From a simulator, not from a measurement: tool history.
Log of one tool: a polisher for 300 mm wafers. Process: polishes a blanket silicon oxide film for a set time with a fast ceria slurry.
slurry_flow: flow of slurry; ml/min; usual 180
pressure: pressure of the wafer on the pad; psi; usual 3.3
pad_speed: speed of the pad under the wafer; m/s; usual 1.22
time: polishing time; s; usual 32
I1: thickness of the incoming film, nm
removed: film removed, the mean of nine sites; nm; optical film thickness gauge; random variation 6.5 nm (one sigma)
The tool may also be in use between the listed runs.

run 1 hour=0.0 | slurry_flow=180 pressure=3.3 pad_speed=1.34 time=32 | I1=2029.8 | removed=785.2
run 2 hour=91.5 | slurry_flow=180 pressure=3.3 pad_speed=1.34 time=32 | I1=2019.1 | removed=760.2
run 3 hour=150.6 | slurry_flow=180 pressure=3.3 pad_speed=1.34 time=32 | I1=2076.1 | removed=757.7
run 4 hour=197.9 | slurry_flow=135 pressure=3.3 pad_speed=1.22 time=32 | I1=2039.4 | removed=670.8
run 5 hour=288.3 | slurry_flow=135 pressure=3.3 pad_speed=1.22 time=32 | I1=2082.9 | removed=657.7
run 6 hour=375.5 | slurry_flow=135 pressure=3.3 pad_speed=1.22 time=32 | I1=2077.2 | removed=654.0
run 7 hour=438.7 | slurry_flow=180 pressure=3.3 pad_speed=1.22 time=32 | I1=2033.3 | removed=690.4
run 8 hour=486.0 | slurry_flow=180 pressure=2.9 pad_speed=1.22 time=32 | I1=2079.7 | removed=600.0
-- hour=509.2 slurry nozzle cleaned
run 9 hour=560.6 | slurry_flow=180 pressure=2.9 pad_speed=1.22 time=32 | I1=2047.4 | removed=586.2
run 10 hour=608.9 | slurry_flow=180 pressure=2.9 pad_speed=1.22 time=32 | I1=2019.8 | removed=585.1
-- hour=772.4 worn pad replaced by a new one
-- hour=844.5 head pressure recalibrated
run 11 hour=869.2 | slurry_flow=180 pressure=3.3 pad_speed=1.22 time=32 | I1=2070.6 | removed=728.0
run 12 hour=969.6 | slurry_flow=180 pressure=3.3 pad_speed=1.22 time=32 | I1=2035.7 | removed=718.2
run 13 hour=1070.0 | slurry_flow=180 pressure=3.3 pad_speed=1.22 time=32 | I1=2080.1 | removed=717.5
run 14 hour=1122.9 | slurry_flow=180 pressure=4.0 pad_speed=1.22 time=32 | I1=2012.0 | removed=854.2
run 15 hour=1220.6 | slurry_flow=180 pressure=3.3 pad_speed=1.22 time=34 | I1=2010.3 | removed=738.7
-- hour=1301.6 slurry nozzle cleaned
run 16 hour=1325.0 | slurry_flow=180 pressure=3.3 pad_speed=1.22 time=32 | I1=2028.5 | removed=684.6
run 17 hour=1384.2 | slurry_flow=180 pressure=3.3 pad_speed=1.22 time=32 | I1=2036.9 | removed=687.7
-- hour=1595.6 worn pad replaced by a new one
run 18 hour=1609.1 | slurry_flow=135 pressure=3.0 pad_speed=1.22 time=25 | I1=2027.1 | removed=483.8
run 19 hour=1707.3 | slurry_flow=180 pressure=3.3 pad_speed=1.22 time=32 | I1=2034.0 | removed=724.2
run 20 hour=1807.5 | slurry_flow=235 pressure=2.6 pad_speed=1.04 time=32 | I1=2064.6 | removed=525.3
-- hour=1833.2 head pressure recalibrated
run 21 hour=1868.2 | slurry_flow=180 pressure=3.3 pad_speed=1.22 time=32 | I1=2032.0 | removed=708.6
run 22 hour=1924.7 | slurry_flow=180 pressure=3.3 pad_speed=1.22 time=32 | I1=2024.7 | removed=708.5
run 23 hour=1992.4 | slurry_flow=155 pressure=3.3 pad_speed=1.22 time=32 | I1=2057.7 | removed=681.9
-- hour=2062.0 slurry nozzle cleaned
run 24 hour=2099.5 | slurry_flow=180 pressure=3.3 pad_speed=1.52 time=32 | I1=2041.0 | removed=830.4
run 25 hour=2203.1 | slurry_flow=180 pressure=2.3 pad_speed=1.22 time=27 | I1=2006.3 | removed=408.7
run 26 hour=2281.9 | slurry_flow=180 pressure=3.9 pad_speed=1.22 time=32 | I1=2087.4 | removed=799.6
run 27 hour=2542.5 | slurry_flow=130 pressure=4.4 pad_speed=1.22 time=37 | I1=2043.5 | removed=935.3
-- hour=2548.6 worn pad replaced by a new one
run 28 hour=2633.4 | slurry_flow=160 pressure=2.5 pad_speed=1.22 time=26 | I1=2088.5 | removed=432.2
-- hour=2701.2 head pressure recalibrated
run 29 hour=2770.4 | slurry_flow=230 pressure=2.4 pad_speed=0.92 time=24 | I1=2042.8 | removed=325.1
-- hour=2826.2 slurry nozzle cleaned
run 30 hour=2840.0 | slurry_flow=180 pressure=3.3 pad_speed=1.22 time=32 | I1=2049.4 | removed=709.6
run 31 hour=2940.0 | slurry_flow=120 pressure=4.1 pad_speed=1.22 time=23 | I1=2027.0 | removed=588.7
run 32 hour=3009.8 | slurry_flow=135 pressure=3.0 pad_speed=1.22 time=25 | I1=2037.1 | removed=468.1
run 33 hour=3100.0 | slurry_flow=135 pressure=3.0 pad_speed=1.36 time=23 | I1=2062.0 | removed=465.4
run 34 hour=3161.3 | slurry_flow=180 pressure=3.3 pad_speed=1.22 time=32 | I1=2049.5 | removed=677.0
run 35 hour=3258.9 | slurry_flow=180 pressure=3.3 pad_speed=1.06 time=42 | I1=2029.7 | removed=783.5
-- hour=3301.7 worn pad replaced by a new one
run 36 hour=3424.7 | slurry_flow=180 pressure=3.3 pad_speed=1.42 time=36 | I1=2079.0 | removed=899.5

The next listed run, before its measurement:
-- hour=3663.9 head pressure recalibrated
-- hour=3667.0 slurry nozzle cleaned
run 37 hour=3669.4 | slurry_flow=180 pressure=3.3 pad_speed=1.58 time=36 | I1=2037.1 | removed=?

removed: 969.9 nm
Without the tool's hidden state the same run would have given removed 998.6 nm.
